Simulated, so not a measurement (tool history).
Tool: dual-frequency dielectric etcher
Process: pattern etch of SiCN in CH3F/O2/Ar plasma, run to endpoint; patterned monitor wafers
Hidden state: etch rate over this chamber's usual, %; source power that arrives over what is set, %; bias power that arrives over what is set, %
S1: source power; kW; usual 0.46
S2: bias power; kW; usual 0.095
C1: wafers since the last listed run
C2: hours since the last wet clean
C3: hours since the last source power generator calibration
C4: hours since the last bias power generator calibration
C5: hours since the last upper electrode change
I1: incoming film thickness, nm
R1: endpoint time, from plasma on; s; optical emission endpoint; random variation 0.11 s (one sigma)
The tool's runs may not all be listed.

Run 1, hour 0: usual settings; C1 0; C2 12.4; C3 3442.8; C4 3250; C5 2844.1; I1 9.06. Result: R1 20.6 s.
Run 2, hour 43.6: usual settings; C1 885; C2 56; C3 3486.4; C4 3293.6; C5 2887.7; I1 8.97. Result: R1 20.5 s.
Run 3, hour 105.3: usual settings; C1 1252; C2 117.7; C3 3548.1; C4 3355.3; C5 2949.4; I1 9.08. Result: R1 21.1 s.
Run 4, hour 145: usual settings; C1 805; C2 157.4; C3 3587.8; C4 3395; C5 2989.1; I1 9.12. Result: R1 21.2 s.
Run 5, hour 252.8: usual settings; C1 2188; C2 265.2; C3 3695.6; C4 3502.8; C5 3096.9; I1 9.12. Result: R1 21.4 s.
Run 6, hour 308: usual settings; C1 1120; C2 320.4; C3 3750.8; C4 3558; C5 3152.1; I1 9.04. Result: R1 21.5 s.
Run 7, hour 336.3: usual settings but S1 0.41 kW; C1 574; C2 348.7; C3 3779.1; C4 3586.3; C5 3180.4; I1 9.16. Result: R1 22.8 s.
Run 8, hour 376: usual settings but S1 0.41 kW; C1 805; C2 388.4; C3 3818.8; C4 3626; C5 3220.1; I1 9.01. Result: R1 22.6 s.
Run 9, hour 403.9: usual settings; C1 566; C2 416.3; C3 3846.7; C4 3653.9; C5 3248; I1 9.18. Result: R1 22.1 s.
At hour 447: wet clean of the chamber.
At hour 450.6: upper electrode replaced.
Run 10, hour 451.1: usual settings; C1 397; C2 4.1; C3 3893.9; C4 3701.1; C5 0.5; I1 9.07. Result: R1 20.7 s.
Run 11, hour 500.2: usual settings; C1 996; C2 53.2; C3 3943; C4 3750.2; C5 49.6; I1 9.06. Result: R1 20.8 s.
Run 12, hour 568.1: usual settings but S1 0.5 kW; C1 1378; C2 121.1; C3 4010.9; C4 3818.1; C5 117.5; I1 9.08. Result: R1 20.3 s.
Run 13, hour 617.2: usual settings but S1 0.5 kW; C1 996; C2 170.2; C3 4060; C4 3867.2; C5 166.6; I1 9.05. Result: R1 20.4 s.
Run 14, hour 644.7: usual settings; C1 558; C2 197.7; C3 4087.5; C4 3894.7; C5 194.1; I1 9.18. Result: R1 21.3 s.
Run 15, hour 712.2: usual settings; C1 1370; C2 265.2; C3 4155; C4 3962.2; C5 261.6; I1 9.05. Result: R1 21.1 s.
At hour 721.6: bias power generator calibrated.
Run 16, hour 736.6: usual settings but S1 0.49 kW, S2 0.071 kW; C1 414; C2 289.6; C3 4179.4; C4 15; C5 286; I1 9.16. Result: R1 24.1 s.
Run 17, hour 805.2: usual settings; C1 1392; C2 358.2; C3 4248; C4 83.6; C5 354.6; I1 9.13. Result: R1 21.8 s.
Run 18, hour 849.4: usual settings; C1 897; C2 402.4; C3 4292.2; C4 127.8; C5 398.8; I1 9.22. Result: R1 22.1 s.
Run 19, hour 909.9: usual settings but S1 0.38 kW, S2 0.116 kW; C1 1228; C2 462.9; C3 4352.7; C4 188.3; C5 459.3; I1 9.17. Result: R1 21.5 s.
At hour 963.9: wet clean of the chamber.
Run 20, hour 968.2: usual settings but S1 0.54 kW, S2 0.073 kW; C1 696; C2 4.3; C3 4411; C4 246.6; C5 517.6; I1 9.12. Result: R1 22.5 s.
At hour 996.3: source power generator calibrated.
Run 21, hour 1037.4: usual settings but S1 0.36 kW, S2 0.118 kW; C1 1323; C2 73.5; C3 41.1; C4 315.8; C5 586.8; I1 9.05. Result: R1 21 s.
Run 22, hour 1105.7: usual settings; C1 1386; C2 141.8; C3 109.4; C4 384.1; C5 655.1; I1 9.1. Result: R1 21.5 s.
Run 23, hour 1166.3: usual settings but S2 0.082 kW; C1 1230; C2 202.4; C3 170; C4 444.7; C5 715.7; I1 9.03. Result: R1 23 s.
Run 24, hour 1193.4: usual settings; C1 550; C2 229.5; C3 197.1; C4 471.8; C5 742.8; I1 9.08. Result: R1 21.7 s.
Run 25, hour 1261.6: usual settings but S1 0.54 kW, S2 0.081 kW; C1 1384; C2 297.7; C3 265.3; C4 540; C5 811; I1 9.17. Result: R1 22.2 s.
Run 26, hour 1288.3: usual settings but S1 0.41 kW, S2 0.082 kW; C1 541; C2 324.4; C3 292; C4 566.7; C5 837.7; I1 9.08. Result: R1 24.4 s.
Run 27, hour 1344.6: usual settings but S1 0.54 kW, S2 0.074 kW; C1 1142; C2 380.7; C3 348.3; C4 623; C5 894; I1 9.05. Result: R1 22.8 s.
At hour 1396.9: wet clean of the chamber.
Run 28, hour 1397.4: usual settings but S1 0.53 kW, S2 0.087 kW; C1 584; C2 0.5; C3 401.1; C4 675.8; C5 946.8; I1 9.11. Result: R1 20.5 s.
Run 29, hour 1431.1: usual settings but S1 0.37 kW, S2 0.079 kW; C1 684; C2 34.2; C3 434.8; C4 709.5; C5 980.5; I1 9.16. Result: R1 24.8 s.

Hidden state or all else? Some run-to-run changes of R1, split into what the settings, what came in and random variation would give without the hidden state, and what is left for the hidden state (with any gauge scatter that isn't in both results):
Run 9 -> 10: wet clean of the chamber, upper electrode replaced. R1 -1.4 s: hidden state -1.1, all else -0.3.
Run 15 -> 16: S1 0.46 -> 0.49, S2 0.095 -> 0.071, bias power generator calibrated. R1 +3 s: hidden state +0.1, all else +2.9.
Run 27 -> 28: S1 0.54 -> 0.53, S2 0.074 -> 0.087, wet clean of the chamber. R1 -2.3 s: hidden state -1.3, all else -1.
Run 28 -> 29: S1 0.53 -> 0.37, S2 0.087 -> 0.079. R1 +4.3 s: hidden state +0.1, all else +4.2.

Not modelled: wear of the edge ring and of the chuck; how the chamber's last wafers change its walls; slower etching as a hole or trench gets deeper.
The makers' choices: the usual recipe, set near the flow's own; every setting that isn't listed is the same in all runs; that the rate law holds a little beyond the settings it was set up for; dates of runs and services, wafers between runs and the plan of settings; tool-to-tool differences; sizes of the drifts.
